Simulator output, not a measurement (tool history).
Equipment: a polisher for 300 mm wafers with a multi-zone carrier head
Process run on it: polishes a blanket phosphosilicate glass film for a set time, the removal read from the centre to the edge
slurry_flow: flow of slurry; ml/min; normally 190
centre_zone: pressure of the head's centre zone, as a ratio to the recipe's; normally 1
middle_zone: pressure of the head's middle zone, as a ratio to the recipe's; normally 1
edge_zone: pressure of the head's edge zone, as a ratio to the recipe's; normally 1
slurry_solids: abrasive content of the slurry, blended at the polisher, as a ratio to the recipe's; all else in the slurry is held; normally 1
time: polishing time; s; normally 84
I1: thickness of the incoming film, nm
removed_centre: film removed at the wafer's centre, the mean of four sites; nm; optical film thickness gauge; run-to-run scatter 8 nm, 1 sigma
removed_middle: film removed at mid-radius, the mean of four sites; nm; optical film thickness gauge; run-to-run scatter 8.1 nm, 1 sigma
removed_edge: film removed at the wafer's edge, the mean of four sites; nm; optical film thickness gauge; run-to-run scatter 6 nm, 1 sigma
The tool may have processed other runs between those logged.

{"run": 1, "hour": 0.0, "slurry_flow": 225, "centre_zone": 1, "middle_zone": 0.92, "edge_zone": 1, "slurry_solids": 1, "time": 84, "I1": 2611.6, "removed_centre": 528.1, "removed_middle": 484.7, "removed_edge": 530.9}
{"run": 2, "hour": 8.4, "slurry_flow": 190, "centre_zone": 1, "middle_zone": 1, "edge_zone": 1, "slurry_solids": 1, "time": 84, "I1": 2591.7, "removed_centre": 519.1, "removed_middle": 488.3, "removed_edge": 528.2}
{"hour": 22.5, "done": "slurry nozzle cleaned"}
{"run": 3, "hour": 23.0, "slurry_flow": 190, "centre_zone": 1, "middle_zone": 1, "edge_zone": 1, "slurry_solids": 1, "time": 84, "I1": 2579.6, "removed_centre": 500.9, "removed_middle": 492.4, "removed_edge": 516.1}
{"run": 4, "hour": 30.1, "slurry_flow": 190, "centre_zone": 1, "middle_zone": 1, "edge_zone": 1, "slurry_solids": 1, "time": 84, "I1": 2560.6, "removed_centre": 507.8, "removed_middle": 477.4, "removed_edge": 519.5}
{"hour": 34.6, "done": "worn pad replaced by a new one"}
{"hour": 52.9, "done": "carrier head's membrane replaced by a new one"}
{"run": 5, "hour": 53.4, "slurry_flow": 190, "centre_zone": 1, "middle_zone": 0.97, "edge_zone": 1, "slurry_solids": 1, "time": 112, "I1": 2588.3, "removed_centre": 730.3, "removed_middle": 665.9, "removed_edge": 727.3}
{"run": 6, "hour": 63.6, "slurry_flow": 150, "centre_zone": 1, "middle_zone": 1.03, "edge_zone": 1, "slurry_solids": 1, "time": 84, "I1": 2606, "removed_centre": 502.5, "removed_middle": 489.8, "removed_edge": 520.3}
{"run": 7, "hour": 80.8, "slurry_flow": 165, "centre_zone": 1, "middle_zone": 1, "edge_zone": 1.11, "slurry_solids": 1, "time": 84, "I1": 2561.9, "removed_centre": 510.3, "removed_middle": 480.1, "removed_edge": 548.8}
{"run": 8, "hour": 92.8, "slurry_flow": 190, "centre_zone": 1, "middle_zone": 1, "edge_zone": 1, "slurry_solids": 1, "time": 84, "I1": 2566.4, "removed_centre": 514.7, "removed_middle": 481.4, "removed_edge": 512.2}
{"run": 9, "hour": 110.5, "slurry_flow": 190, "centre_zone": 1, "middle_zone": 1, "edge_zone": 1, "slurry_solids": 1, "time": 84, "I1": 2614.3, "removed_centre": 511.1, "removed_middle": 484.4, "removed_edge": 511.6}
{"run": 10, "hour": 119.7, "slurry_flow": 190, "centre_zone": 0.93, "middle_zone": 1.03, "edge_zone": 1, "slurry_solids": 1, "time": 84, "I1": 2583.8, "removed_centre": 472.3, "removed_middle": 484.8, "removed_edge": 506.8}
{"hour": 124.0, "done": "centre zone pressure recalibrated"}
{"hour": 131.2, "done": "worn pad replaced by a new one"}
{"run": 11, "hour": 137.2, "slurry_flow": 190, "centre_zone": 1, "middle_zone": 1, "edge_zone": 1.04, "slurry_solids": 1, "time": 84, "I1": 2606.8, "removed_centre": 546.9, "removed_middle": 530.4, "removed_edge": 571.3}
{"run": 12, "hour": 154.5, "slurry_flow": 190, "centre_zone": 1, "middle_zone": 1, "edge_zone": 1, "slurry_solids": 1.15, "time": 84, "I1": 2618, "removed_centre": 540.8, "removed_middle": 513, "removed_edge": 543.7}
{"run": 13, "hour": 161.4, "slurry_flow": 190, "centre_zone": 1, "middle_zone": 1, "edge_zone": 1, "slurry_solids": 1, "time": 60, "I1": 2568.5, "removed_centre": 374.9, "removed_middle": 359.5, "removed_edge": 371.3}

Forecast run 14:
{"hour": 169.4, "done": "edge zone pressure recalibrated"}
{"run": 14, "hour": 179.2, "slurry_flow": 150, "centre_zone": 1, "middle_zone": 1.03, "edge_zone": 1, "slurry_solids": 1, "time": 84, "I1": 2627.2, "removed_centre": "?", "removed_middle": "?", "removed_edge": "?"}

{"run 14": {"removed_centre": 484.5, "removed_middle": 473.6, "removed_edge": 492.5}}
If the tool had no hidden condition, the same run with the same run-to-run variation would have returned removed_centre 562.6 nm, removed_middle 549.9 nm, removed_edge 572 nm.

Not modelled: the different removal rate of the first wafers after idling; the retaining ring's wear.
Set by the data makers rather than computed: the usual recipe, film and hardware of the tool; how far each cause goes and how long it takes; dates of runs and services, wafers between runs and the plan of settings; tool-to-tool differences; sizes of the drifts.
